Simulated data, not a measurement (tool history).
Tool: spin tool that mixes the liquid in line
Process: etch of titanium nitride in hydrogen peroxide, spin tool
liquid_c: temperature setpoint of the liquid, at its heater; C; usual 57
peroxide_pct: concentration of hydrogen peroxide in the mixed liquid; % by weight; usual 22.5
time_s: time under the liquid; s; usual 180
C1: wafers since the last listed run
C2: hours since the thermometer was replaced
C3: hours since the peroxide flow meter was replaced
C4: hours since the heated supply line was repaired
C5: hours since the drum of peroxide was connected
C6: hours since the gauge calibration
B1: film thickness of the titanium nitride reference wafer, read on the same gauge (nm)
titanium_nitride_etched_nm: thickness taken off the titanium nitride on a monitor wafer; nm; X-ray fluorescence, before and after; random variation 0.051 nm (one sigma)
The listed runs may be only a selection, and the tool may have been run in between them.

Run 1, hour 0: usual settings; C1 0; C2 2083.9; C3 555.4; C4 1991.5; C5 202.8; C6 329.3; B1 110.04. Result: titanium_nitride_etched_nm 7.46 nm.
Run 2, hour 48.2: usual settings; C1 273; C2 2132.1; C3 603.6; C4 2039.7; C5 251; C6 377.5; B1 110.02. Result: titanium_nitride_etched_nm 7.4 nm.
Run 3, hour 72.9: usual settings; C1 140; C2 2156.8; C3 628.3; C4 2064.4; C5 275.7; C6 402.2; B1 110.01. Result: titanium_nitride_etched_nm 7.47 nm.
At hour 100.1: peroxide flow meter replaced.
Run 4, hour 117.6: usual settings; C1 248; C2 2201.5; C3 17.5; C4 2109.1; C5 320.4; C6 446.9; B1 109.99. Result: titanium_nitride_etched_nm 7.38 nm.
Run 5, hour 182.6: usual settings but peroxide_pct 19 % by weight; C1 368; C2 2266.5; C3 82.5; C4 2174.1; C5 385.4; C6 511.9; B1 109.96. Result: titanium_nitride_etched_nm 7.08 nm.
Run 6, hour 237.5: usual settings; C1 311; C2 2321.4; C3 137.4; C4 2229; C5 440.3; C6 566.8; B1 109.99. Result: titanium_nitride_etched_nm 7.35 nm.
At hour 243.9: thermometer replaced.
Run 7, hour 285.2: usual settings; C1 265; C2 41.3; C3 185.1; C4 2276.7; C5 488; C6 614.5; B1 110.03. Result: titanium_nitride_etched_nm 7.36 nm.
Run 8, hour 337.2: usual settings; C1 295; C2 93.3; C3 237.1; C4 2328.7; C5 540; C6 666.5; B1 109.99. Result: titanium_nitride_etched_nm 7.42 nm.
Run 9, hour 396.7: usual settings; C1 337; C2 152.8; C3 296.6; C4 2388.2; C5 599.5; C6 726; B1 109.98. Result: titanium_nitride_etched_nm 7.37 nm.
At hour 440.3: new drum of peroxide connected.
Run 10, hour 456.2: usual settings but liquid_c 62.5 C, peroxide_pct 18 % by weight, time_s 130 s; C1 332; C2 212.3; C3 356.1; C4 2447.7; C5 15.9; C6 785.5; B1 110. Result: titanium_nitride_etched_nm 7.36 nm.
Run 11, hour 494.4: usual settings but liquid_c 65.5 C, peroxide_pct 28 % by weight, time_s 245 s; C1 216; C2 250.5; C3 394.3; C4 2485.9; C5 54.1; C6 823.7; B1 109.98. Result: titanium_nitride_etched_nm 18.58 nm.
Run 12, hour 536.7: usual settings but peroxide_pct 28 % by weight; C1 240; C2 292.8; C3 436.6; C4 2528.2; C5 96.4; C6 866; B1 109.99. Result: titanium_nitride_etched_nm 7.75 nm.
Run 13, hour 593.7: usual settings but liquid_c 50.5 C, time_s 135 s; C1 323; C2 349.8; C3 493.6; C4 2585.2; C5 153.4; C6 923; B1 110. Result: titanium_nitride_etched_nm 3.44 nm.
At hour 606.2: peroxide flow meter replaced.
Run 14, hour 656: usual settings but liquid_c 50.5 C, peroxide_pct 25.5 % by weight, time_s 100 s; C1 347; C2 412.1; C3 49.8; C4 2647.5; C5 215.7; C6 985.3; B1 109.98. Result: titanium_nitride_etched_nm 2.63 nm.
At hour 661.9: heated supply line repaired.
At hour 679.9: gauge calibrated.
Run 15, hour 684.4: usual settings; C1 155; C2 440.5; C3 78.2; C4 22.5; C5 244.1; C6 4.5; B1 110. Result: titanium_nitride_etched_nm 7.86 nm.
Run 16, hour 715.8: usual settings but liquid_c 63 C, peroxide_pct 16.5 % by weight; C1 178; C2 471.9; C3 109.6; C4 53.9; C5 275.5; C6 35.9; B1 110.01. Result: titanium_nitride_etched_nm 10.97 nm.
Run 17, hour 768.3: usual settings but time_s 100 s; C1 297; C2 524.4; C3 162.1; C4 106.4; C5 328; C6 88.4; B1 110.03. Result: titanium_nitride_etched_nm 4.37 nm.
Run 18, hour 796.8: usual settings; C1 161; C2 552.9; C3 190.6; C4 134.9; C5 356.5; C6 116.9; B1 110.02. Result: titanium_nitride_etched_nm 7.82 nm.
Run 19, hour 850.9: usual settings but peroxide_pct 28.5 % by weight, time_s 125 s; C1 307; C2 607; C3 244.7; C4 189; C5 410.6; C6 171; B1 110.03. Result: titanium_nitride_etched_nm 5.74 nm.
Run 20, hour 915.3: usual settings but liquid_c 64.5 C, peroxide_pct 27.5 % by weight, time_s 110 s; C1 365; C2 671.4; C3 309.1; C4 253.4; C5 475; C6 235.4; B1 110.02. Result: titanium_nitride_etched_nm 8.23 nm.
Run 21, hour 960.3: usual settings; C1 255; C2 716.4; C3 354.1; C4 298.4; C5 520; C6 280.4; B1 110.02. Result: titanium_nitride_etched_nm 7.77 nm.
Run 22, hour 1024.8: usual settings but time_s 95 s; C1 366; C2 780.9; C3 418.6; C4 362.9; C5 584.5; C6 344.9; B1 109.97. Result: titanium_nitride_etched_nm 4.09 nm.
Run 23, hour 1091.3: usual settings but liquid_c 51.5 C; C1 377; C2 847.4; C3 485.1; C4 429.4; C5 651; C6 411.4; B1 109.99. Result: titanium_nitride_etched_nm 5.19 nm.
Run 24, hour 1140.1: usual settings but liquid_c 50.5 C, time_s 135 s; C1 276; C2 896.2; C3 533.9; C4 478.2; C5 699.8; C6 460.2; B1 110. Result: titanium_nitride_etched_nm 3.67 nm.
At hour 1158.8: new drum of peroxide connected.
Run 25, hour 1183.8: usual settings but liquid_c 64.5 C, peroxide_pct 27.5 % by weight, time_s 110 s; C1 242; C2 939.9; C3 577.6; C4 521.9; C5 25; C6 503.9; B1 109.95. Result: titanium_nitride_etched_nm 8.15 nm.

Expected results for the next run?
Run 26, hour 1230.1: usual settings but liquid_c 62.5 C, time_s 250 s; C1 262; C2 986.2; C3 623.9; C4 568.2; C5 71.3; C6 550.2; B1 ?. Result: titanium_nitride_etched_nm ?.

B1: 110.01
titanium_nitride_etched_nm: 15.61 nm
Take away the tool's hidden state, keep the run-to-run variation as it was, and the same run would have given titanium_nitride_etched_nm 15.86 nm.
